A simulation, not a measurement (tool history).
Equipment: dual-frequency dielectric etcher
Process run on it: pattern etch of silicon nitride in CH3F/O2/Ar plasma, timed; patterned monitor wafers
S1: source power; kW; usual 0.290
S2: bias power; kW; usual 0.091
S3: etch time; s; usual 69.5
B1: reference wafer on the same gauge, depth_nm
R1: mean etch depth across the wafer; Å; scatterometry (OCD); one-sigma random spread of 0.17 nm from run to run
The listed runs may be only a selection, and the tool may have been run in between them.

Run 1, day 0.000: usual settings but S1 0.250 kW, S2 0.077 kW; B1 51.71. Result: R1 365.7 Å.
Run 2, day 0.738: usual settings but S1 0.250 kW, S2 0.077 kW; B1 51.67. Result: R1 364.8 Å.
Run 3, day 1.267: usual settings but S1 0.250 kW, S2 0.077 kW; B1 51.75. Result: R1 364.5 Å.
Run 4, day 2.646: usual settings but S2 0.097 kW, S3 85.0 s; B1 51.67. Result: R1 537.4 Å.
Run 5, day 3.321: usual settings; B1 51.68. Result: R1 425.4 Å.
Run 6, day 3.979: usual settings; B1 51.69. Result: R1 423.7 Å.
At day 4.829: gauge calibrated.
At day 5.721: bias power generator calibrated.
At day 6.925: wet clean of the chamber.
Run 7, day 7.617: usual settings; B1 51.73. Result: R1 447.5 Å.
Run 8, day 8.971: usual settings but S2 0.070 kW, S3 79.0 s; B1 51.75. Result: R1 444.1 Å.

What will run 9 give?
Run 9, day 10.383: usual settings; B1 ?. Result: R1 ?.

B1: 51.67
R1: 443.7 Å
Take away the tool's hidden state, keep the run-to-run variation as it was, and the same run would have given R1 445.2 Å.

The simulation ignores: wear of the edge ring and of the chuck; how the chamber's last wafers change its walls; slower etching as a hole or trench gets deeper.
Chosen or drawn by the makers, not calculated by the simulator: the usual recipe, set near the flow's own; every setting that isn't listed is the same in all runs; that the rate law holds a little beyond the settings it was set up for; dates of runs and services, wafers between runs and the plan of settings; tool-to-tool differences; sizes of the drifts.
